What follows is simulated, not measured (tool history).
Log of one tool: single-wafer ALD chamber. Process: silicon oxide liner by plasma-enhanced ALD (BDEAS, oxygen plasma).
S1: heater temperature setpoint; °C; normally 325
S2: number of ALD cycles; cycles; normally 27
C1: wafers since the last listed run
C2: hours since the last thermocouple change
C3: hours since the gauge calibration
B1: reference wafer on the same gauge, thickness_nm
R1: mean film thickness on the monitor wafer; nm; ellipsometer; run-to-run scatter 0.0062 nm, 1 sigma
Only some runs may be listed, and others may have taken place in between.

{"run": 1, "hour": 0.0, "S1": 325, "S2": 27, "C1": 0, "C2": 1981.0, "C3": 492.6, "B1": 2.753, "R1": 2.56}
{"run": 2, "hour": 35.9, "S1": 325, "S2": 27, "C1": 443, "C2": 2016.9, "C3": 528.5, "B1": 2.753, "R1": 2.553}
{"run": 3, "hour": 52.8, "S1": 325, "S2": 27, "C1": 208, "C2": 2033.8, "C3": 545.4, "B1": 2.753, "R1": 2.548}
{"run": 4, "hour": 63.1, "S1": 325, "S2": 29, "C1": 127, "C2": 2044.1, "C3": 555.7, "B1": 2.753, "R1": 2.736}
{"run": 5, "hour": 97.2, "S1": 325, "S2": 29, "C1": 421, "C2": 2078.2, "C3": 589.8, "B1": 2.754, "R1": 2.725}
{"run": 6, "hour": 114.8, "S1": 325, "S2": 29, "C1": 217, "C2": 2095.8, "C3": 607.4, "B1": 2.753, "R1": 2.742}
{"run": 7, "hour": 121.7, "S1": 325, "S2": 31, "C1": 85, "C2": 2102.7, "C3": 614.3, "B1": 2.754, "R1": 2.924}
{"run": 8, "hour": 136.1, "S1": 325, "S2": 27, "C1": 178, "C2": 2117.1, "C3": 628.7, "B1": 2.756, "R1": 2.55}
{"run": 9, "hour": 154.0, "S1": 325, "S2": 27, "C1": 221, "C2": 2135.0, "C3": 646.6, "B1": 2.756, "R1": 2.559}
{"run": 10, "hour": 171.9, "S1": 325, "S2": 27, "C1": 221, "C2": 2152.9, "C3": 664.5, "B1": 2.755, "R1": 2.564}
{"run": 11, "hour": 178.1, "S1": 325, "S2": 30, "C1": 76, "C2": 2159.1, "C3": 670.7, "B1": 2.758, "R1": 2.834}
{"run": 12, "hour": 187.2, "S1": 325, "S2": 30, "C1": 112, "C2": 2168.2, "C3": 679.8, "B1": 2.756, "R1": 2.833}
{"run": 13, "hour": 216.9, "S1": 325, "S2": 30, "C1": 367, "C2": 2197.9, "C3": 709.5, "B1": 2.757, "R1": 2.847}
{"hour": 230.3, "done": "gauge calibrated"}
{"run": 14, "hour": 231.8, "S1": 325, "S2": 27, "C1": 184, "C2": 2212.8, "C3": 1.5, "B1": 2.678, "R1": 2.485}
{"run": 15, "hour": 243.6, "S1": 325, "S2": 27, "C1": 145, "C2": 2224.6, "C3": 13.3, "B1": 2.68, "R1": 2.472}
{"run": 16, "hour": 259.2, "S1": 325, "S2": 27, "C1": 192, "C2": 2240.2, "C3": 28.9, "B1": 2.685, "R1": 2.478}
{"run": 17, "hour": 273.8, "S1": 325, "S2": 27, "C1": 180, "C2": 2254.8, "C3": 43.5, "B1": 2.689, "R1": 2.492}
{"run": 18, "hour": 290.7, "S1": 325, "S2": 27, "C1": 208, "C2": 2271.7, "C3": 60.4, "B1": 2.694, "R1": 2.488}
{"run": 19, "hour": 304.2, "S1": 325, "S2": 27, "C1": 166, "C2": 2285.2, "C3": 73.9, "B1": 2.695, "R1": 2.507}
{"run": 20, "hour": 315.7, "S1": 337, "S2": 25, "C1": 142, "C2": 2296.7, "C3": 85.4, "B1": 2.7, "R1": 2.27}
{"run": 21, "hour": 351.9, "S1": 338, "S2": 22, "C1": 447, "C2": 2332.9, "C3": 121.6, "B1": 2.706, "R1": 2.006}
{"run": 22, "hour": 365.3, "S1": 325, "S2": 30, "C1": 165, "C2": 2346.3, "C3": 135.0, "B1": 2.71, "R1": 2.797}
{"run": 23, "hour": 378.6, "S1": 314, "S2": 27, "C1": 164, "C2": 2359.6, "C3": 148.3, "B1": 2.713, "R1": 2.557}
{"run": 24, "hour": 418.3, "S1": 331, "S2": 27, "C1": 490, "C2": 2399.3, "C3": 188.0, "B1": 2.719, "R1": 2.487}
{"run": 25, "hour": 435.8, "S1": 325, "S2": 24, "C1": 216, "C2": 2416.8, "C3": 205.5, "B1": 2.723, "R1": 2.237}
{"run": 26, "hour": 453.6, "S1": 321, "S2": 27, "C1": 220, "C2": 2434.6, "C3": 223.3, "B1": 2.725, "R1": 2.534}
{"run": 27, "hour": 461.7, "S1": 325, "S2": 27, "C1": 100, "C2": 2442.7, "C3": 231.4, "B1": 2.725, "R1": 2.533}
{"hour": 474.7, "done": "thermocouple changed; heater temperature recalibrated"}
{"run": 28, "hour": 475.2, "S1": 325, "S2": 23, "C1": 68, "C2": 0.5, "C3": 244.9, "B1": 2.728, "R1": 2.147}
{"run": 29, "hour": 480.2, "S1": 319, "S2": 25, "C1": 61, "C2": 5.5, "C3": 249.9, "B1": 2.727, "R1": 2.368}
{"run": 30, "hour": 487.0, "S1": 325, "S2": 27, "C1": 84, "C2": 12.3, "C3": 256.7, "B1": 2.728, "R1": 2.535}
{"run": 31, "hour": 501.8, "S1": 330, "S2": 31, "C1": 182, "C2": 27.1, "C3": 271.5, "B1": 2.731, "R1": 2.869}
{"run": 32, "hour": 510.3, "S1": 325, "S2": 25, "C1": 105, "C2": 35.6, "C3": 280.0, "B1": 2.73, "R1": 2.353}
{"run": 33, "hour": 526.0, "S1": 321, "S2": 29, "C1": 194, "C2": 51.3, "C3": 295.7, "B1": 2.732, "R1": 2.743}
{"run": 34, "hour": 543.2, "S1": 339, "S2": 29, "C1": 212, "C2": 68.5, "C3": 312.9, "B1": 2.732, "R1": 2.654}
{"run": 35, "hour": 557.1, "S1": 315, "S2": 24, "C1": 171, "C2": 82.4, "C3": 326.8, "B1": 2.737, "R1": 2.284}
{"run": 36, "hour": 568.4, "S1": 337, "S2": 27, "C1": 139, "C2": 93.7, "C3": 338.1, "B1": 2.737, "R1": 2.485}
{"run": 37, "hour": 620.3, "S1": 325, "S2": 27, "C1": 641, "C2": 145.6, "C3": 390.0, "B1": 2.738, "R1": 2.544}

Predict each of these 5 candidate next runs independently; none follows another, all start after run 37:
{"run": "A", "hour": 620.7, "S1": 325, "S2": 22, "C1": 4, "C2": 146.0, "C3": 390.4, "B1": "?", "R1": "?"}
{"run": "B", "hour": 620.7, "S1": 314, "S2": 22, "C1": 4, "C2": 146.0, "C3": 390.4, "B1": "?", "R1": "?"}
{"run": "C", "hour": 620.7, "S1": 335, "S2": 23, "C1": 4, "C2": 146.0, "C3": 390.4, "B1": "?", "R1": "?"}
{"run": "D", "hour": 620.7, "S1": 335, "S2": 32, "C1": 4, "C2": 146.0, "C3": 390.4, "B1": "?", "R1": "?"}
{"run": "E", "hour": 620.7, "S1": 318, "S2": 24, "C1": 4, "C2": 146.0, "C3": 390.4, "B1": "?", "R1": "?"}

run=A B1=2.738 R1=2.069
run=B B1=2.738 R1=2.106
run=C B1=2.738 R1=2.127
run=D B1=2.738 R1=2.960
run=E B1=2.738 R1=2.283
Had the tool no hidden state, the same runs would have come out as:
run=A R1=2.024
run=B R1=2.060
run=C R1=2.081
run=D R1=2.895
run=E R1=2.233
